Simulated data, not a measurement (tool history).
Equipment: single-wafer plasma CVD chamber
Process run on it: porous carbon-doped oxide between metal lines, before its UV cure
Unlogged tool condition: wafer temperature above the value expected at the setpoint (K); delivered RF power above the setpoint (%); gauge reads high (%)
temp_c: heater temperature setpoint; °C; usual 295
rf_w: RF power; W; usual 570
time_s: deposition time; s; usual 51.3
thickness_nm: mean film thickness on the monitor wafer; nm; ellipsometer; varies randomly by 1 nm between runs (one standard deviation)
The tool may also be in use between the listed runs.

| run | hour | temp_c | rf_w | time_s | wafers since the last listed run | hours since the last thermocouple change | hours since the last RF generator calibration | hours since the showerhead was replaced | hours since the gauge calibration | read-back reference wafer on the same gauge, thickness_nm | thickness_nm |
|---|---|---|---|---|---|---|---|---|---|---|---|
| 1 | 0 | 295 | 500 | 51.3 | 0 | 910.2 | 1466.1 | 1931.8 | 240.5 | 293.625 | 295.046 |
| 2 | 31.5 | 302 | 570 | 51.3 | 695 | 941.7 | 1497.6 | 1963.3 | 272 | 293.892 | 298.455 |
| 3 | 83.2 | 302 | 570 | 51.3 | 1141 | 993.4 | 1549.3 | 2015 | 323.7 | 293.9 | 298.706 |
| 4 | 289.9 | 302 | 570 | 51.3 | 4564 | 1200.1 | 1756 | 2221.7 | 530.4 | 293.736 | 297.68 |
|  | 344.7 | RF generator calibrated |
| 5 | 354.1 | 295 | 570 | 51.3 | 1241 | 1264.3 | 9.4 | 2285.9 | 594.6 | 294.1 | 311.71 |
|  | 376.6 | showerhead replaced |
| 6 | 400.8 | 295 | 570 | 51.3 | 854 | 1311 | 56.1 | 24.2 | 641.3 | 293.639 | 309.395 |
| 7 | 470.5 | 295 | 570 | 51.3 | 1539 | 1380.7 | 125.8 | 93.9 | 711 | 294.01 | 309.279 |
|  | 493.3 | thermocouple changed; heater temperature recalibrated |
| 8 | 521.6 | 295 | 570 | 51.3 | 951 | 28.3 | 176.9 | 145 | 762.1 | 293.937 | 309.368 |
| 9 | 582.4 | 295 | 570 | 51.3 | 1342 | 89.1 | 237.7 | 205.8 | 822.9 | 294.141 | 308.128 |
| 10 | 616.8 | 295 | 570 | 51.3 | 759 | 123.5 | 272.1 | 240.2 | 857.3 | 294.174 | 308.896 |
| 11 | 683.3 | 284 | 640 | 54.6 | 1468 | 190 | 338.6 | 306.7 | 923.8 | 293.824 | 364.572 |
| 12 | 711.5 | 295 | 570 | 51.3 | 622 | 218.2 | 366.8 | 334.9 | 952 | 293.81 | 309.023 |
|  | 758.9 | gauge calibrated |
| 13 | 771.7 | 286 | 660 | 48 | 1329 | 278.4 | 427 | 395.1 | 12.8 | 293.855 | 322.278 |
| 14 | 801.8 | 295 | 685 | 51.3 | 664 | 308.5 | 457.1 | 425.2 | 42.9 | 293.894 | 332.971 |
| 15 | 838.1 | 291 | 570 | 45.6 | 801 | 344.8 | 493.4 | 461.5 | 79.2 | 294.01 | 281.624 |
| 16 | 902.9 | 284 | 570 | 51.3 | 1431 | 409.6 | 558.2 | 526.3 | 144 | 293.726 | 328.966 |
| 17 | 969.4 | 295 | 570 | 51.3 | 1468 | 476.1 | 624.7 | 592.8 | 210.5 | 294.012 | 307.598 |
| 18 | 1030.5 | 295 | 620 | 46 | 1349 | 537.2 | 685.8 | 653.9 | 271.6 | 293.922 | 284.717 |
| 19 | 1075.3 | 295 | 570 | 51.3 | 989 | 582 | 730.6 | 698.7 | 316.4 | 293.938 | 310.253 |

State the hidden condition of the tool at each of the runs:
wafer temperature above the value expected at the setpoint (K): 0 at every run
delivered RF power above the setpoint (%): 0 at every run
gauge reads high (%): 0 at every run
